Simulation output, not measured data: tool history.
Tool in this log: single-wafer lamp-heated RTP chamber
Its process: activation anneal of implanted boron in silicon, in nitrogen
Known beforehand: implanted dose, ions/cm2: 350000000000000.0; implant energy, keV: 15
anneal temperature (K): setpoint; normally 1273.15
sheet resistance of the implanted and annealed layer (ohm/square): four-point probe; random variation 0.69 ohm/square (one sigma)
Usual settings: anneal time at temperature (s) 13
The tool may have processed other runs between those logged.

run    hour  anneal temperature (K)  anneal time at temperature (s)  read-back reference wafer on the same gauge, sheet resistance  sheet resistance of the implanted and annealed layer (ohm/square)
  1       0                 1267.15                              13                                                         376.91                                                             330.43
  2    89.1                 1267.15                              13                                                         377.06                                                             330.34
      175.3  -- pyrometer window cleaned and pyrometer calibrated
  3   181.3                 1273.15                              13                                                         376.86                                                             328.41
  4   279.5                 1273.15                              13                                                         376.87                                                             328.15
  5   381.3                 1273.15                              13                                                          376.9                                                                327
  6     455                 1279.15                               9                                                         377.26                                                             326.98
  7   532.6                 1279.15                               9                                                         377.24                                                             326.52
  8   588.9                 1273.15                              13                                                         377.09                                                             326.66
      637.2  -- gauge calibrated
  9   661.8                 1273.15                              13                                                         376.91                                                             327.02
        682  -- pyrometer window cleaned and pyrometer calibrated
 10     765                 1273.15                              13                                                         376.87                                                             326.76
 11   812.8                 1290.15                               9                                                         377.01                                                             325.13
      863.6  -- reflector plate cleaned
 12   895.9                 1250.15                              18                                                         376.76                                                              343.1
 13     987                 1273.15                              13                                                         377.02                                                             326.96
 14  1041.2                 1257.15                              13                                                         376.92                                                             337.92
 15  1148.8                 1273.15                              13                                                         376.96                                                             329.11
 16  1214.4                 1296.15                              17                                                         376.92                                                             321.79
 17  1251.1                 1249.15                              18                                                          376.8                                                             343.38
     1261.5  -- pyrometer window cleaned and pyrometer calibrated
 18  1355.5                 1273.15                              13                                                         377.02                                                             327.48
 19  1460.4                 1256.15                              13                                                         377.12                                                              336.5
 20  1522.9                 1297.15                               8                                                         376.96                                                             324.23
 21  1600.6                 1273.15                              13                                                         377.02                                                             327.23
 22    1677                 1273.15                              19                                                         377.01                                                              326.6
     1748.5  -- pyrometer window cleaned and pyrometer calibrated
 23  1784.7                 1273.15                              13                                                         376.98                                                             326.72

Branching from run 23: 4 alternative next runs. What would each branch give?
  A  1785.1                 1252.15                              13                                                              ?                                                                  ?
  B  1785.1                 1260.15                               9                                                              ?                                                                  ?
  C  1785.1                 1296.15                               7                                                              ?                                                                  ?
  D  1785.1                 1262.15                              20                                                              ?                                                                  ?

run  read-back reference wafer on the same gauge, sheet resistance  sheet resistance of the implanted and annealed layer (ohm/square)
  A                                                         376.97                                                             338.27
  B                                                         376.97                                                             334.33
  C                                                         376.97                                                             324.47
  D                                                         376.97                                                             329.35
What these runs would have given with no unlogged condition in the tool:
run  sheet resistance of the implanted and annealed layer (ohm/square)
  A                                                              343.8
  B                                                             338.55
  C                                                             325.15
  D                                                             332.27
